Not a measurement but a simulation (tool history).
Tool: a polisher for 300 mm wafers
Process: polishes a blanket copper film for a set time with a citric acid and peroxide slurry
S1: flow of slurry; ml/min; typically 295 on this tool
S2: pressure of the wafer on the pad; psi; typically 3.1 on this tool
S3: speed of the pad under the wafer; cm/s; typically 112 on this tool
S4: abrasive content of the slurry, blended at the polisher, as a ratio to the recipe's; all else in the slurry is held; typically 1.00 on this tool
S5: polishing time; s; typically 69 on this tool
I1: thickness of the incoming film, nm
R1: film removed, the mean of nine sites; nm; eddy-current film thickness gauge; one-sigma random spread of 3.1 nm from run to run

run	day	S1	S2	S3	S4	S5	I1	R1
1	0.000	295	3.1	112	1.00	69	1110.7	201.6
2	0.671	295	3.1	112	1.00	69	1135.6	198.5
3	1.992	295	3.1	112	1.00	69	1125.9	196.8
# day 3.408: worn pad replaced by a new one
4	3.429	295	3.1	112	1.00	69	1114.8	199.3
5	4.592	295	3.1	112	1.00	69	1115.1	201.4
6	5.658	295	3.1	112	1.00	69	1118.7	186.7
# day 5.775: slurry nozzle cleaned
7	7.108	295	3.1	112	1.00	69	1102.3	169.0
# day 7.342: worn pad replaced by a new one
# day 8.521: head pressure recalibrated
8	8.562	295	3.1	112	1.00	69	1116.7	186.5
9	9.692	295	3.1	112	0.80	69	1122.3	168.2
# day 10.467: slurry blender recalibrated
10	10.488	295	3.1	138	1.00	57	1133.1	186.5
# day 11.046: worn pad replaced by a new one
11	11.067	240	3.1	112	1.00	69	1122.9	205.6
12	11.638	295	3.1	112	1.00	69	1115.7	207.6
13	12.262	205	3.1	112	1.00	69	1110.5	195.6
14	13.012	200	3.9	138	1.00	55	1121.8	235.3
15	14.188	295	3.1	112	1.00	69	1108.0	189.1
# day 14.725: worn pad replaced by a new one
16	14.762	295	3.4	112	1.00	52	1128.5	165.7
17	15.342	295	3.1	124	1.25	69	1116.7	234.8

For some of the steps in R1 from one run to the next: how much would appear even if the tool had no hidden state, given the settings, what came in and random variation, and how much remains for the hidden state plus any gauge scatter that the measured result and the result without hidden state don't share?
The tool's hidden condition here consists of: removal rate lost through wear of the pad, %; slurry flow missing at the pad, %; deviation of the head's pressure from its setpoint, %; abrasive missing from the slurry, %.
Run 10 -> 11: S1 295 -> 240, S3 138 -> 112, S5 57 -> 69, worn pad replaced by a new one. R1 +19.1 nm: hidden state +18.9, all else +0.2.
Run 16 -> 17: S2 3.4 -> 3.1, S3 112 -> 124, S4 1.00 -> 1.25, S5 52 -> 69. R1 +69.1 nm: hidden state -2.5, all else +71.6.
